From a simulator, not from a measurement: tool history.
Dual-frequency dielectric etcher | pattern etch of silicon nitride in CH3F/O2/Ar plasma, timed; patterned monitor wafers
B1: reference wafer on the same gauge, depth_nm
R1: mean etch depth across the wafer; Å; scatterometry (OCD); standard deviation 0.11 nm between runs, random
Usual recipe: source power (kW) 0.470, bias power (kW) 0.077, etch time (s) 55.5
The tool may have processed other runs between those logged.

{"run": 1, "day": 0.0, "source power (kW)": 0.39, "bias power (kW)": 0.077, "etch time (s)": 55.5, "B1": 53.1, "R1": 436.2}
{"run": 2, "day": 3.529, "source power (kW)": 0.39, "bias power (kW)": 0.077, "etch time (s)": 55.5, "B1": 53.09, "R1": 439.5}
{"run": 3, "day": 6.221, "source power (kW)": 0.47, "bias power (kW)": 0.077, "etch time (s)": 55.5, "B1": 53.08, "R1": 462.6}
{"day": 8.746, "done": "wet clean of the chamber"}
{"run": 4, "day": 9.95, "source power (kW)": 0.47, "bias power (kW)": 0.077, "etch time (s)": 55.5, "B1": 53.12, "R1": 451.7}
{"day": 10.079, "done": "gauge calibrated"}
{"run": 5, "day": 13.0, "source power (kW)": 0.47, "bias power (kW)": 0.077, "etch time (s)": 55.5, "B1": 53.09, "R1": 452.7}
{"run": 6, "day": 16.904, "source power (kW)": 0.47, "bias power (kW)": 0.077, "etch time (s)": 68.0, "B1": 53.09, "R1": 560.5}
{"run": 7, "day": 19.767, "source power (kW)": 0.47, "bias power (kW)": 0.077, "etch time (s)": 68.0, "B1": 53.1, "R1": 563.5}
{"run": 8, "day": 22.267, "source power (kW)": 0.47, "bias power (kW)": 0.077, "etch time (s)": 68.0, "B1": 53.1, "R1": 566.5}
{"day": 24.679, "done": "wet clean of the chamber"}
{"run": 9, "day": 25.646, "source power (kW)": 0.38, "bias power (kW)": 0.077, "etch time (s)": 46.0, "B1": 53.11, "R1": 357.4}
{"run": 10, "day": 27.225, "source power (kW)": 0.38, "bias power (kW)": 0.077, "etch time (s)": 46.0, "B1": 53.1, "R1": 357.9}
{"run": 11, "day": 31.046, "source power (kW)": 0.47, "bias power (kW)": 0.077, "etch time (s)": 55.5, "B1": 53.11, "R1": 458.7}
{"run": 12, "day": 35.088, "source power (kW)": 0.47, "bias power (kW)": 0.077, "etch time (s)": 55.5, "B1": 53.1, "R1": 463.5}
{"run": 13, "day": 39.35, "source power (kW)": 0.47, "bias power (kW)": 0.077, "etch time (s)": 55.5, "B1": 53.11, "R1": 463.4}
{"day": 41.092, "done": "bias power generator calibrated"}
{"day": 43.421, "done": "wet clean of the chamber"}
{"run": 14, "day": 43.442, "source power (kW)": 0.47, "bias power (kW)": 0.067, "etch time (s)": 55.5, "B1": 53.09, "R1": 439.9}
{"day": 46.888, "done": "upper electrode replaced"}
{"run": 15, "day": 47.883, "source power (kW)": 0.36, "bias power (kW)": 0.077, "etch time (s)": 49.5, "B1": 53.1, "R1": 382.9}
{"run": 16, "day": 51.092, "source power (kW)": 0.47, "bias power (kW)": 0.077, "etch time (s)": 43.0, "B1": 53.09, "R1": 358.4}
{"day": 53.167, "done": "source power generator calibrated"}
{"run": 17, "day": 54.604, "source power (kW)": 0.38, "bias power (kW)": 0.061, "etch time (s)": 60.5, "B1": 53.08, "R1": 447.2}
{"run": 18, "day": 57.867, "source power (kW)": 0.56, "bias power (kW)": 0.062, "etch time (s)": 55.5, "B1": 53.11, "R1": 460.8}

Predict the results of run 19:
{"run": 19, "day": 59.996, "source power (kW)": 0.53, "bias power (kW)": 0.071, "etch time (s)": 55.5, "B1": "?", "R1": "?"}

{"run 19": {"B1": 53.1, "R1": 470.5}}
The same run, on a tool lacking any hidden state, would have yielded R1 458.3 Å.
